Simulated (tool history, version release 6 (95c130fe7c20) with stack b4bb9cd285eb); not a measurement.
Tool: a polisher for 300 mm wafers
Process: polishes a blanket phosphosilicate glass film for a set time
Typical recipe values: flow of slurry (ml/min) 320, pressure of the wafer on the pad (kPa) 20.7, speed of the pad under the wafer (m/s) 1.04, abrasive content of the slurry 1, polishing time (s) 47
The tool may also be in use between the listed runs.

run   hour  flow of slurry (ml/min)  pressure of the wafer on the pad (kPa)  speed of the pad under the wafer (m/s)  abrasive content of the slurry  polishing time (s)  wafers since the last listed run  wafers polished on this pad  hours since the slurry nozzle was cleaned  hours since the head pressure was calibrated  hours since the slurry blender was calibrated  hours since the conditioning disc was replaced  incoming thickness of the incoming film, nm  film removed (Å)
  1      0                      320                                    20.7                                    1.04                               1                  47                                 0                          622                                      499.1                                         289.5                                          222.1                                             470                                       4690.4              3172
      20.8  -- conditioning disc replaced and pad reconditioned
  2   27.1                      320                                    17.2                                    1.04                               1                  47                               396                         1018                                      526.2                                         316.6                                          249.2                                             6.3                                       4715.1              2839
  3   57.3                      320                                    17.2                                    1.04                               1                  47                               476                         1495                                      556.4                                         346.8                                          279.4                                            36.5                                       4699.1              2878
      66.2  -- worn pad replaced by a new one
  4   71.1                      320                                    20.7                                    1.04                               1                  47                               154                           76                                      570.2                                         360.6                                          293.2                                            50.3                                       4750.8              3445
  5   94.4                      320                                    20.7                                    1.04                               1                  47                               367                          444                                      593.5                                         383.9                                          316.5                                            73.6                                       4786.4              3344
  6  117.6                      320                                    20.7                                    1.04                               1                  47                               366                          810                                      616.7                                         407.1                                          339.7                                            96.8                                       4622.9              3412
     119.9  -- slurry blender recalibrated
  7  144.3                      320                                    15.9                                    1.04                               1                  47                               389                         1200                                      643.4                                         433.8                                           24.4                                           123.5                                       4630.5              2597
  8  165.7                      320                                    15.9                                    1.04                               1                  47                               337                         1538                                      664.8                                         455.2                                           45.8                                           144.9                                         4611              2567
     175.5  -- worn pad replaced by a new one
  9  181.7                      320                                    15.9                                    1.04                               1                  47                               189                           97                                      680.8                                         471.2                                           61.8                                           160.9                                       4746.7              2565
 10  208.6                      320                                    20.7                                    1.04                               1                  47                               424                          522                                      707.7                                         498.1                                           88.7                                           187.8                                       4721.2              3363
 11  242.8                      320                                    20.7                                    0.76                               1                  47                               539                         1062                                      741.9                                         532.3                                          122.9                                             222                                       4625.8              2770
     257.4  -- head pressure recalibrated
       272  -- slurry nozzle cleaned
 12  273.9                      320                                    22.8                                    1.04                               1                  57                               443                         1505                                        1.9                                          16.5                                            154                                           253.1                                       4768.4              4375
     299.5  -- worn pad replaced by a new one, of another model than before
 13  301.8                      235                                    24.1                                    0.84                             0.9                  47                               377                           36                                       29.8                                          44.4                                          181.9                                             281                                       4707.2              2722
 14    323                      255                                    20.7                                    1.14                             1.2                  47                               334                          371                                         51                                          65.6                                          203.1                                           302.2                                       4687.5              3821
 15    349                      425                                    20.7                                    1.04                               1                  47                               410                          781                                         77                                          91.6                                          229.1                                           328.2                                       4669.8              3319
 16  374.9                      320                                    17.9                                    1.26                               1                  47                               408                         1190                                      102.9                                         117.5                                            255                                           354.1                                       4602.4              3546
 17  402.7                      350                                    17.2                                    1.04                               1                  38                               438                         1629                                      130.7                                         145.3                                          282.8                                           381.9                                       4717.5              2292
     414.2  -- conditioning disc replaced and pad reconditioned
       415  -- worn pad replaced by a new one
     454.3  -- slurry blender recalibrated
 18  460.1                      320                                    20.7                                    1.04                               1                  59                               830                          680                                      188.1                                         202.7                                            5.8                                            45.9                                       4699.3              4298
 19  478.8                      320                                    20.7                                    1.04                               1                  47                               295                          975                                      206.8                                         221.4                                           24.5                                            64.6                                       4717.7              3391
 20  513.9                      320                                    20.7                                    1.04                               1                  47                               554                         1529                                      241.9                                         256.5                                           59.6                                            99.7                                       4597.1              3353
     526.5  -- worn pad replaced by a new one
 21    544                      400                                    20.7                                    1.04                               1                  47                               412                          276                                        272                                         286.6                                           89.7                                           129.8                                       4738.5              3468
 22  576.1                      320                                    20.7                                    1.38                            1.15                  61                               506                          783                                      304.1                                         318.7                                          121.8                                           161.9                                       4697.7              6057
 23  604.6                      320                                    20.7                                    1.04                               1                  62                               449                         1233                                      332.6                                         347.2                                          150.3                                           190.4                                         4718              4464

Forecast each of these 5 alternatives for the next run:
  A   605                      320                                    20.7                                    1.04                               1                  47                                 6                         1239                                        333                                         347.6                                          150.7                                           190.8                                         4749                 ?
  B   605                      365                                    20.7                                    1.04                               1                  47                                 6                         1239                                        333                                         347.6                                          150.7                                           190.8                                         4749                 ?
  C   605                      390                                    26.9                                     1.3                               1                  37                                 6                         1239                                        333                                         347.6                                          150.7                                           190.8                                         4749                 ?
  D   605                      320                                    20.7                                    1.04                               1                  32                                 6                         1239                                        333                                         347.6                                          150.7                                           190.8                                         4749                 ?
  E   605                      320                                    18.6                                    1.04                               1                  39                                 6                         1239                                        333                                         347.6                                          150.7                                           190.8                                         4749                 ?

run  film removed (Å)
  A              3376
  B              3407
  C              3958
  D              2298
  E              2615
What these runs would have given with no unlogged condition in the tool:
run  film removed (Å)
  A              3455
  B              3486
  C              4099
  D              2352
  E              2673

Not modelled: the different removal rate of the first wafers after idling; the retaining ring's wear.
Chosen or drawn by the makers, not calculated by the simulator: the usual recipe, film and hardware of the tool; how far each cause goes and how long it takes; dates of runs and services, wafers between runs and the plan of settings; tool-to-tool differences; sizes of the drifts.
